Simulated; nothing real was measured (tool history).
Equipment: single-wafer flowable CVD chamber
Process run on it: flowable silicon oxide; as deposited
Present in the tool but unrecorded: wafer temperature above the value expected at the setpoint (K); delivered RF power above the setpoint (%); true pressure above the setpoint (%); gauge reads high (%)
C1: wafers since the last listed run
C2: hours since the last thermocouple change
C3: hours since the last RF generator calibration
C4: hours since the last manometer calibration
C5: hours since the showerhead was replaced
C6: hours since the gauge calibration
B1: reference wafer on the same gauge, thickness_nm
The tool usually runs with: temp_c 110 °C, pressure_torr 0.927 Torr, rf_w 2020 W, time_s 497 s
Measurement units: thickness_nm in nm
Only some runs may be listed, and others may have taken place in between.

{"run": 1, "hour": 0.0, "temp_c": 120, "pressure_torr": 0.927, "rf_w": 2020, "time_s": 497, "C1": 0, "C2": 2208.5, "C3": 1266.4, "C4": 2345, "C5": 6608.5, "C6": 144.9, "B1": 261.975, "thickness_nm": 185.073}
{"run": 2, "hour": 36.2, "temp_c": 110, "pressure_torr": 0.927, "rf_w": 2020, "time_s": 497, "C1": 162, "C2": 2244.7, "C3": 1302.6, "C4": 2381.2, "C5": 6644.7, "C6": 181.1, "B1": 262.037, "thickness_nm": 236.535}
{"hour": 71.6, "done": "thermocouple changed; heater temperature recalibrated"}
{"run": 3, "hour": 72.1, "temp_c": 110, "pressure_torr": 0.927, "rf_w": 2020, "time_s": 497, "C1": 125, "C2": 0.5, "C3": 1338.5, "C4": 2417.1, "C5": 6680.6, "C6": 217, "B1": 261.997, "thickness_nm": 278.223}
{"hour": 87.7, "done": "capacitance manometer re-zeroed and calibrated"}
{"run": 4, "hour": 88.2, "temp_c": 110, "pressure_torr": 0.927, "rf_w": 2020, "time_s": 497, "C1": 36, "C2": 16.6, "C3": 1354.6, "C4": 0.5, "C5": 6696.7, "C6": 233.1, "B1": 262.066, "thickness_nm": 280.331}
{"run": 5, "hour": 90.4, "temp_c": 110, "pressure_torr": 0.927, "rf_w": 1885, "time_s": 497, "C1": 9, "C2": 18.8, "C3": 1356.8, "C4": 2.7, "C5": 6698.9, "C6": 235.3, "B1": 262.058, "thickness_nm": 274.485}
{"hour": 101.7, "done": "RF generator calibrated"}
{"run": 6, "hour": 102.2, "temp_c": 110, "pressure_torr": 0.927, "rf_w": 1885, "time_s": 497, "C1": 17, "C2": 30.6, "C3": 0.5, "C4": 14.5, "C5": 6710.7, "C6": 247.1, "B1": 261.803, "thickness_nm": 277.302}
{"hour": 115.7, "done": "showerhead replaced"}
{"run": 7, "hour": 116.2, "temp_c": 110, "pressure_torr": 0.79, "rf_w": 2020, "time_s": 497, "C1": 26, "C2": 44.6, "C3": 14.5, "C4": 28.5, "C5": 0.5, "C6": 261.1, "B1": 262.068, "thickness_nm": 237.806}
{"hour": 122.7, "done": "gauge calibrated"}
{"run": 8, "hour": 129.0, "temp_c": 110, "pressure_torr": 0.927, "rf_w": 2020, "time_s": 497, "C1": 57, "C2": 57.4, "C3": 27.3, "C4": 41.3, "C5": 13.3, "C6": 6.3, "B1": 261.954, "thickness_nm": 279.464}
{"run": 9, "hour": 135.5, "temp_c": 110, "pressure_torr": 0.927, "rf_w": 2020, "time_s": 497, "C1": 29, "C2": 63.9, "C3": 33.8, "C4": 47.8, "C5": 19.8, "C6": 12.8, "B1": 261.911, "thickness_nm": 278.784}
{"run": 10, "hour": 151.8, "temp_c": 102, "pressure_torr": 0.82, "rf_w": 2275, "time_s": 593, "C1": 73, "C2": 80.2, "C3": 50.1, "C4": 64.1, "C5": 36.1, "C6": 29.1, "B1": 262.047, "thickness_nm": 378.488}
{"run": 11, "hour": 195.6, "temp_c": 110, "pressure_torr": 1.023, "rf_w": 1735, "time_s": 497, "C1": 196, "C2": 124, "C3": 93.9, "C4": 107.9, "C5": 79.9, "C6": 72.9, "B1": 261.865, "thickness_nm": 299.928}
{"run": 12, "hour": 205.2, "temp_c": 105, "pressure_torr": 0.927, "rf_w": 1715, "time_s": 450, "C1": 43, "C2": 133.6, "C3": 103.5, "C4": 117.5, "C5": 89.5, "C6": 82.5, "B1": 262.236, "thickness_nm": 283.009}
{"run": 13, "hour": 222.8, "temp_c": 110, "pressure_torr": 0.927, "rf_w": 2020, "time_s": 547, "C1": 78, "C2": 151.2, "C3": 121.1, "C4": 135.1, "C5": 107.1, "C6": 100.1, "B1": 261.88, "thickness_nm": 305.226}
{"run": 14, "hour": 237.1, "temp_c": 120, "pressure_torr": 1.088, "rf_w": 1890, "time_s": 458, "C1": 64, "C2": 165.5, "C3": 135.4, "C4": 149.4, "C5": 121.4, "C6": 114.4, "B1": 261.901, "thickness_nm": 227.525}

Alternative continuations, all from the tool just after run 14; predict every row:
{"run": "A", "hour": 237.6, "temp_c": 110, "pressure_torr": 0.927, "rf_w": 1645, "time_s": 497, "C1": 2, "C2": 166, "C3": 135.9, "C4": 149.9, "C5": 121.9, "C6": 114.9, "B1": "?", "thickness_nm": "?"}
{"run": "B", "hour": 237.6, "temp_c": 102, "pressure_torr": 0.994, "rf_w": 2155, "time_s": 523, "C1": 2, "C2": 166, "C3": 135.9, "C4": 149.9, "C5": 121.9, "C6": 114.9, "B1": "?", "thickness_nm": "?"}
{"run": "C", "hour": 237.6, "temp_c": 124, "pressure_torr": 0.927, "rf_w": 2020, "time_s": 594, "C1": 2, "C2": 166, "C3": 135.9, "C4": 149.9, "C5": 121.9, "C6": 114.9, "B1": "?", "thickness_nm": "?"}

run=A B1=262.03 thickness_nm=268.203
run=B B1=262.03 thickness_nm=402.792
run=C B1=262.03 thickness_nm=230.599
Without the tool's hidden state the same runs would have given:
run=A thickness_nm=267.781
run=B thickness_nm=402.135
run=C thickness_nm=230.297

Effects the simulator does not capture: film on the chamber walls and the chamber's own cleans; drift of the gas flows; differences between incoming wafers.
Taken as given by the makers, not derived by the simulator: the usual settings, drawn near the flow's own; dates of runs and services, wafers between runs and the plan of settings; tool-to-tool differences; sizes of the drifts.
